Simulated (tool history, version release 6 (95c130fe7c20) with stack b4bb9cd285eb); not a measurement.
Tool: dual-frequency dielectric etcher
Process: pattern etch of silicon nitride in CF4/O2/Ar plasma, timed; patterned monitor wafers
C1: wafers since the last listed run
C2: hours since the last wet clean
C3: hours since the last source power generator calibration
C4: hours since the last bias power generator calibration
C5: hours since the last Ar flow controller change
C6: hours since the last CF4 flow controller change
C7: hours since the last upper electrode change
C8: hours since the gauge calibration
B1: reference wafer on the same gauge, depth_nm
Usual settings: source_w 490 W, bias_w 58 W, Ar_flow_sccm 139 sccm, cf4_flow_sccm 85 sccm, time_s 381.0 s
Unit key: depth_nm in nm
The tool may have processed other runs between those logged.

run 1 hour=0.0 | source_w=490 bias_w=58 Ar_flow_sccm=139 cf4_flow_sccm=85 time_s=381.0 | C1=0 C2=86.9 C3=1717.0 C4=4178.8 C5=3036.0 C6=3140.1 C7=5036.3 C8=2150.8 | B1=811.7 | depth_nm=717.4
-- hour=88.8 gauge calibrated
run 2 hour=104.4 | source_w=600 bias_w=65 Ar_flow_sccm=139 cf4_flow_sccm=71 time_s=421.0 | C1=317 C2=191.3 C3=1821.4 C4=4283.2 C5=3140.4 C6=3244.5 C7=5140.7 C8=15.6 | B1=812.0 | depth_nm=985.1
run 3 hour=162.4 | source_w=490 bias_w=58 Ar_flow_sccm=139 cf4_flow_sccm=85 time_s=381.0 | C1=176 C2=249.3 C3=1879.4 C4=4341.2 C5=3198.4 C6=3302.5 C7=5198.7 C8=73.6 | B1=812.1 | depth_nm=721.6
-- hour=208.8 CF4 flow controller replaced
run 4 hour=248.2 | source_w=490 bias_w=58 Ar_flow_sccm=109 cf4_flow_sccm=85 time_s=381.0 | C1=242 C2=335.1 C3=1965.2 C4=4427.0 C5=3284.2 C6=39.4 C7=5284.5 C8=159.4 | B1=813.1 | depth_nm=717.0
-- hour=276.5 upper electrode replaced
run 5 hour=340.0 | source_w=490 bias_w=58 Ar_flow_sccm=139 cf4_flow_sccm=99 time_s=297.0 | C1=205 C2=426.9 C3=2057.0 C4=4518.8 C5=3376.0 C6=131.2 C7=63.5 C8=251.2 | B1=811.6 | depth_nm=559.0
run 6 hour=396.9 | source_w=530 bias_w=70 Ar_flow_sccm=106 cf4_flow_sccm=75 time_s=381.0 | C1=172 C2=483.8 C3=2113.9 C4=4575.7 C5=3432.9 C6=188.1 C7=120.4 C8=308.1 | B1=813.7 | depth_nm=820.8
-- hour=416.9 Ar flow controller replaced
run 7 hour=447.0 | source_w=490 bias_w=58 Ar_flow_sccm=139 cf4_flow_sccm=85 time_s=479.5 | C1=133 C2=533.9 C3=2164.0 C4=4625.8 C5=30.1 C6=238.2 C7=170.5 C8=358.2 | B1=812.6 | depth_nm=887.9
run 8 hour=488.3 | source_w=490 bias_w=58 Ar_flow_sccm=171 cf4_flow_sccm=96 time_s=307.0 | C1=125 C2=575.2 C3=2205.3 C4=4667.1 C5=71.4 C6=279.5 C7=211.8 C8=399.5 | B1=810.5 | depth_nm=567.2
-- hour=516.6 source power generator calibrated
-- hour=526.6 bias power generator calibrated
run 9 hour=527.1 | source_w=490 bias_w=58 Ar_flow_sccm=139 cf4_flow_sccm=85 time_s=381.0 | C1=93 C2=614.0 C3=10.5 C4=0.5 C5=110.2 C6=318.3 C7=250.6 C8=438.3 | B1=812.0 | depth_nm=695.5
-- hour=560.5 wet clean of the chamber
run 10 hour=569.8 | source_w=490 bias_w=44 Ar_flow_sccm=139 cf4_flow_sccm=85 time_s=488.5 | C1=56 C2=9.3 C3=53.2 C4=43.2 C5=152.9 C6=361.0 C7=293.3 C8=481.0 | B1=812.2 | depth_nm=830.8
run 11 hour=611.5 | source_w=490 bias_w=58 Ar_flow_sccm=139 cf4_flow_sccm=85 time_s=381.0 | C1=126 C2=51.0 C3=94.9 C4=84.9 C5=194.6 C6=402.7 C7=335.0 C8=522.7 | B1=812.6 | depth_nm=718.8
run 12 hour=674.6 | source_w=490 bias_w=58 Ar_flow_sccm=139 cf4_flow_sccm=85 time_s=381.0 | C1=191 C2=114.1 C3=158.0 C4=148.0 C5=257.7 C6=465.8 C7=398.1 C8=585.8 | B1=810.4 | depth_nm=711.5
run 13 hour=728.1 | source_w=490 bias_w=58 Ar_flow_sccm=139 cf4_flow_sccm=85 time_s=317.5 | C1=162 C2=167.6 C3=211.5 C4=201.5 C5=311.2 C6=519.3 C7=451.6 C8=639.3 | B1=810.3 | depth_nm=601.8
run 14 hour=818.9 | source_w=490 bias_w=58 Ar_flow_sccm=124 cf4_flow_sccm=85 time_s=381.0 | C1=275 C2=258.4 C3=302.3 C4=292.3 C5=402.0 C6=610.1 C7=542.4 C8=730.1 | B1=813.5 | depth_nm=716.0
run 15 hour=904.2 | source_w=490 bias_w=58 Ar_flow_sccm=153 cf4_flow_sccm=70 time_s=381.0 | C1=259 C2=343.7 C3=387.6 C4=377.6 C5=487.3 C6=695.4 C7=627.7 C8=815.4 | B1=811.6 | depth_nm=676.9
run 16 hour=1053.0 | source_w=490 bias_w=58 Ar_flow_sccm=139 cf4_flow_sccm=85 time_s=381.0 | C1=451 C2=492.5 C3=536.4 C4=526.4 C5=636.1 C6=844.2 C7=776.5 C8=964.2 | B1=813.4 | depth_nm=700.4
run 17 hour=1123.7 | source_w=490 bias_w=58 Ar_flow_sccm=139 cf4_flow_sccm=85 time_s=324.0 | C1=214 C2=563.2 C3=607.1 C4=597.1 C5=706.8 C6=914.9 C7=847.2 C8=1034.9 | B1=810.9 | depth_nm=593.8
-- hour=1179.4 wet clean of the chamber
run 18 hour=1179.9 | source_w=490 bias_w=58 Ar_flow_sccm=156 cf4_flow_sccm=102 time_s=331.5 | C1=97 C2=0.5 C3=663.3 C4=653.3 C5=763.0 C6=971.1 C7=903.4 C8=1091.1 | B1=813.0 | depth_nm=638.9
run 19 hour=1213.7 | source_w=490 bias_w=58 Ar_flow_sccm=139 cf4_flow_sccm=85 time_s=488.0 | C1=102 C2=34.3 C3=697.1 C4=687.1 C5=796.8 C6=1004.9 C7=937.2 C8=1124.9 | B1=813.8 | depth_nm=921.9
run 20 hour=1263.7 | source_w=490 bias_w=46 Ar_flow_sccm=162 cf4_flow_sccm=90 time_s=294.5 | C1=151 C2=84.3 C3=747.1 C4=737.1 C5=846.8 C6=1054.9 C7=987.2 C8=1174.9 | B1=813.3 | depth_nm=508.8

Run 21 has not been measured yet. What should we expect?
run 21 hour=1362.8 | source_w=490 bias_w=53 Ar_flow_sccm=139 cf4_flow_sccm=85 time_s=381.0 | C1=301 C2=183.4 C3=846.2 C4=836.2 C5=945.9 C6=1154.0 C7=1086.3 C8=1274.0 | B1=? | depth_nm=?

B1: 811.9
depth_nm: 691.4 nm
With the hidden condition absent and the run-to-run variation left alone, this run would have shown depth_nm 697.4 nm.

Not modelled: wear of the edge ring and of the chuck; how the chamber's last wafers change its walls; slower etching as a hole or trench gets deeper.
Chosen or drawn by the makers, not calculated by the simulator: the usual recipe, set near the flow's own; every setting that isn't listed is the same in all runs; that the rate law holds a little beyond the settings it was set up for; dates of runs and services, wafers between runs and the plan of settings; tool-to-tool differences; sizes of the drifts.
